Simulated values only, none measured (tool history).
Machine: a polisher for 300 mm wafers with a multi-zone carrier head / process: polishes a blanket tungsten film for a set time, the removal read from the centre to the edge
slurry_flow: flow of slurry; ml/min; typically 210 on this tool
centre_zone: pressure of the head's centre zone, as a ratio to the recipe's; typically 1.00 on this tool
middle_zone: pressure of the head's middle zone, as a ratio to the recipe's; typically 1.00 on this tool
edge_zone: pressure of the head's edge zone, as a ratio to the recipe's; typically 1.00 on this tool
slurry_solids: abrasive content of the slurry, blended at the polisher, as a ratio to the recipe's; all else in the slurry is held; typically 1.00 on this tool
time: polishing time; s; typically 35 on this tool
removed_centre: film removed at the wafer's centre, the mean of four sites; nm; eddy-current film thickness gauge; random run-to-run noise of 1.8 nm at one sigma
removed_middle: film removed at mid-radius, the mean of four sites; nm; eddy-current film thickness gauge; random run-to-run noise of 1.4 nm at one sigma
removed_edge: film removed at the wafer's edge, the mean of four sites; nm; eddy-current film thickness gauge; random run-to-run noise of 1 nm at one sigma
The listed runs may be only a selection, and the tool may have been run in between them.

| run | hour | slurry_flow | centre_zone | middle_zone | edge_zone | slurry_solids | time | incoming thickness of the incoming film, nm | removed_centre | removed_middle | removed_edge |
|---|---|---|---|---|---|---|---|---|---|---|---|
| 1 | 0.0 | 250 | 1.00 | 0.91 | 0.95 | 1.00 | 35 | 1058.0 | 174.9 | 152.3 | 160.8 |
| 2 | 16.2 | 210 | 1.00 | 1.06 | 1.00 | 1.25 | 35 | 1081.0 | 183.2 | 184.3 | 173.2 |
|  | 28.6 | worn pad replaced by a new one |
| 3 | 29.7 | 265 | 1.00 | 1.00 | 1.00 | 1.00 | 35 | 1080.7 | 175.7 | 166.9 | 166.1 |
| 4 | 50.4 | 280 | 1.12 | 1.00 | 1.00 | 1.00 | 38 | 1071.4 | 218.6 | 182.7 | 177.8 |
|  | 67.3 | edge zone pressure recalibrated |
| 5 | 85.7 | 210 | 1.00 | 1.00 | 1.00 | 1.00 | 35 | 1064.8 | 172.3 | 160.6 | 160.8 |
|  | 95.2 | centre zone pressure recalibrated |
| 6 | 106.5 | 210 | 0.95 | 1.03 | 1.06 | 0.85 | 35 | 1078.4 | 141.4 | 154.4 | 154.6 |
| 7 | 119.3 | 210 | 1.00 | 1.00 | 1.09 | 1.00 | 35 | 1087.1 | 159.3 | 159.9 | 168.3 |
| 8 | 142.7 | 260 | 1.00 | 0.91 | 1.00 | 1.00 | 46 | 1086.9 | 212.2 | 199.7 | 217.3 |
| 9 | 160.4 | 210 | 0.91 | 0.94 | 1.00 | 1.20 | 35 | 1068.8 | 153.5 | 163.5 | 172.8 |
| 10 | 185.1 | 210 | 1.00 | 1.08 | 1.00 | 1.00 | 35 | 1083.4 | 160.1 | 172.7 | 160.3 |
|  | 198.1 | worn pad replaced by a new one |
| 11 | 211.9 | 210 | 1.00 | 1.08 | 1.00 | 1.00 | 35 | 1065.2 | 164.1 | 170.7 | 161.0 |
|  | 217.3 | slurry nozzle cleaned |
| 12 | 228.5 | 210 | 1.00 | 1.00 | 1.00 | 0.80 | 43 | 1085.6 | 182.3 | 182.6 | 182.1 |
| 13 | 264.0 | 210 | 1.06 | 1.09 | 1.00 | 1.00 | 35 | 1075.1 | 176.5 | 171.2 | 160.4 |
| 14 | 296.0 | 285 | 1.00 | 1.00 | 0.94 | 1.00 | 35 | 1099.0 | 170.3 | 166.7 | 161.2 |
| 15 | 330.3 | 210 | 1.00 | 0.89 | 0.94 | 1.00 | 35 | 1079.7 | 166.4 | 145.8 | 156.6 |
| 16 | 347.9 | 210 | 1.09 | 1.00 | 1.00 | 1.00 | 35 | 1094.3 | 179.7 | 160.3 | 159.4 |
|  | 364.6 | worn pad replaced by a new one |
| 17 | 365.1 | 210 | 1.00 | 1.05 | 1.11 | 1.00 | 35 | 1087.0 | 167.4 | 165.7 | 169.2 |
| 18 | 389.0 | 210 | 1.00 | 1.00 | 1.00 | 1.00 | 35 | 1073.1 | 165.6 | 161.0 | 162.3 |
| 19 | 407.0 | 210 | 0.91 | 0.94 | 1.00 | 1.20 | 35 | 1071.8 | 160.9 | 163.3 | 171.6 |
| 20 | 422.7 | 210 | 1.11 | 1.00 | 1.00 | 1.00 | 35 | 1066.2 | 186.9 | 159.5 | 161.1 |

Some steps in removed_centre between neighbouring runs. How much of each would the tool show without its hidden state too (settings, what came in, random variation), and how much is left for the hidden state, with any gauge scatter that isn't in both results?
Unlogged tool condition in this case: removal rate lost through wear of the pad, %; slurry flow missing at the pad, %; deviation of the centre zone's pressure from its setpoint, %; deviation of the edge zone's pressure from its setpoint, %.
Run 3 -> 4: slurry_flow 265 -> 280, centre_zone 1.00 -> 1.12, time 35 -> 38. removed_centre +42.9 nm: hidden state +3.9, all else +39.0.
Run 5 -> 6: centre_zone 1.00 -> 0.95, middle_zone 1.00 -> 1.03, edge_zone 1.00 -> 1.06, slurry_solids 1.00 -> 0.85, centre zone pressure recalibrated. removed_centre -30.9 nm: hidden state -14.7, all else -16.2.
Run 7 -> 8: slurry_flow 210 -> 260, middle_zone 1.00 -> 0.91, edge_zone 1.09 -> 1.00, time 35 -> 46. removed_centre +52.9 nm: hidden state +1.2, all else +51.7.
Run 8 -> 9: slurry_flow 260 -> 210, centre_zone 1.00 -> 0.91, middle_zone 0.91 -> 0.94, slurry_solids 1.00 -> 1.20, time 46 -> 35. removed_centre -58.7 nm: hidden state -0.1, all else -58.6.

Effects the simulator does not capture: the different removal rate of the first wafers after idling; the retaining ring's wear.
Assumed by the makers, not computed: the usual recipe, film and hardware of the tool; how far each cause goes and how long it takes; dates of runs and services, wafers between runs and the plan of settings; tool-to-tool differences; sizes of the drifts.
